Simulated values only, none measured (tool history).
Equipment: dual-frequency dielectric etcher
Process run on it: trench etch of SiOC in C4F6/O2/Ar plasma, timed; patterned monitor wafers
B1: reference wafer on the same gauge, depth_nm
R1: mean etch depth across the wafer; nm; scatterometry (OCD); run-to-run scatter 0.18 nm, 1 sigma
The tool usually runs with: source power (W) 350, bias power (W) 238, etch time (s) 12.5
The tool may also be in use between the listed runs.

{"run": 1, "hour": 0.0, "source power (W)": 350, "bias power (W)": 238, "etch time (s)": 12.5, "B1": 31.21, "R1": 26.65}
{"run": 2, "hour": 23.8, "source power (W)": 350, "bias power (W)": 238, "etch time (s)": 12.5, "B1": 31.3, "R1": 26.54}
{"run": 3, "hour": 72.5, "source power (W)": 350, "bias power (W)": 238, "etch time (s)": 12.5, "B1": 31.29, "R1": 26.62}
{"run": 4, "hour": 92.9, "source power (W)": 350, "bias power (W)": 259, "etch time (s)": 12.5, "B1": 31.31, "R1": 27.11}
{"run": 5, "hour": 109.4, "source power (W)": 350, "bias power (W)": 259, "etch time (s)": 12.5, "B1": 31.21, "R1": 27.13}
{"run": 6, "hour": 151.5, "source power (W)": 350, "bias power (W)": 259, "etch time (s)": 12.5, "B1": 31.34, "R1": 26.87}
{"run": 7, "hour": 173.1, "source power (W)": 350, "bias power (W)": 238, "etch time (s)": 12.5, "B1": 31.29, "R1": 26.13}
{"run": 8, "hour": 197.1, "source power (W)": 350, "bias power (W)": 238, "etch time (s)": 12.5, "B1": 31.3, "R1": 26.07}
{"run": 9, "hour": 227.7, "source power (W)": 350, "bias power (W)": 238, "etch time (s)": 12.5, "B1": 31.33, "R1": 26.07}
{"hour": 261.7, "done": "wet clean of the chamber"}
{"run": 10, "hour": 262.2, "source power (W)": 350, "bias power (W)": 238, "etch time (s)": 12.5, "B1": 31.3, "R1": 27.82}
{"run": 11, "hour": 281.6, "source power (W)": 350, "bias power (W)": 238, "etch time (s)": 12.5, "B1": 31.31, "R1": 27.46}
{"hour": 297.2, "done": "bias power generator calibrated"}
{"run": 12, "hour": 327.9, "source power (W)": 350, "bias power (W)": 238, "etch time (s)": 12.5, "B1": 31.24, "R1": 27.25}
{"run": 13, "hour": 359.1, "source power (W)": 350, "bias power (W)": 238, "etch time (s)": 12.5, "B1": 31.31, "R1": 27.44}
{"run": 14, "hour": 374.0, "source power (W)": 350, "bias power (W)": 238, "etch time (s)": 12.5, "B1": 31.33, "R1": 27.49}
{"hour": 398.9, "done": "source power generator calibrated"}
{"run": 15, "hour": 413.1, "source power (W)": 350, "bias power (W)": 238, "etch time (s)": 12.5, "B1": 31.3, "R1": 27.0}
{"run": 16, "hour": 425.8, "source power (W)": 270, "bias power (W)": 219, "etch time (s)": 9.0, "B1": 31.27, "R1": 17.68}
{"run": 17, "hour": 442.4, "source power (W)": 350, "bias power (W)": 208, "etch time (s)": 12.5, "B1": 31.3, "R1": 25.98}
{"run": 18, "hour": 475.3, "source power (W)": 320, "bias power (W)": 289, "etch time (s)": 10.5, "B1": 31.3, "R1": 23.4}
{"run": 19, "hour": 497.3, "source power (W)": 420, "bias power (W)": 257, "etch time (s)": 12.5, "B1": 31.34, "R1": 29.15}
{"hour": 502.0, "done": "gauge calibrated"}
{"run": 20, "hour": 514.5, "source power (W)": 290, "bias power (W)": 187, "etch time (s)": 12.5, "B1": 31.27, "R1": 23.68}
{"hour": 555.5, "done": "upper electrode replaced"}
{"run": 21, "hour": 556.0, "source power (W)": 350, "bias power (W)": 278, "etch time (s)": 12.5, "B1": 31.31, "R1": 27.68}
{"run": 22, "hour": 571.2, "source power (W)": 350, "bias power (W)": 238, "etch time (s)": 12.5, "B1": 31.31, "R1": 26.57}
{"run": 23, "hour": 599.2, "source power (W)": 350, "bias power (W)": 238, "etch time (s)": 9.5, "B1": 31.31, "R1": 20.15}
{"run": 24, "hour": 623.5, "source power (W)": 290, "bias power (W)": 253, "etch time (s)": 12.5, "B1": 31.21, "R1": 25.61}
{"run": 25, "hour": 649.9, "source power (W)": 420, "bias power (W)": 200, "etch time (s)": 13.5, "B1": 31.24, "R1": 28.81}
{"run": 26, "hour": 674.0, "source power (W)": 350, "bias power (W)": 270, "etch time (s)": 12.5, "B1": 31.33, "R1": 27.35}
{"hour": 708.5, "done": "wet clean of the chamber"}
{"run": 27, "hour": 709.0, "source power (W)": 280, "bias power (W)": 263, "etch time (s)": 15.0, "B1": 31.29, "R1": 32.05}
{"run": 28, "hour": 727.4, "source power (W)": 350, "bias power (W)": 238, "etch time (s)": 12.5, "B1": 31.24, "R1": 27.22}

Each row is a separate what-if for the run after 28, all from the same tool condition, not one after another. Results?
{"run": "A", "hour": 727.8, "source power (W)": 350, "bias power (W)": 238, "etch time (s)": 12.5, "B1": "?", "R1": "?"}
{"run": "B", "hour": 727.8, "source power (W)": 390, "bias power (W)": 221, "etch time (s)": 16.0, "B1": "?", "R1": "?"}
{"run": "C", "hour": 727.8, "source power (W)": 390, "bias power (W)": 282, "etch time (s)": 16.0, "B1": "?", "R1": "?"}
{"run": "D", "hour": 727.8, "source power (W)": 350, "bias power (W)": 238, "etch time (s)": 8.5, "B1": "?", "R1": "?"}
{"run": "E", "hour": 727.8, "source power (W)": 390, "bias power (W)": 295, "etch time (s)": 10.5, "B1": "?", "R1": "?"}

run=A B1=31.29 R1=27.30
run=B B1=31.29 R1=35.44
run=C B1=31.29 R1=38.12
run=D B1=31.29 R1=18.56
run=E B1=31.29 R1=25.37
Without the tool's hidden state the same runs would have given:
run=A R1=27.36
run=B R1=35.53
run=C R1=38.21
run=D R1=18.60
run=E R1=25.43
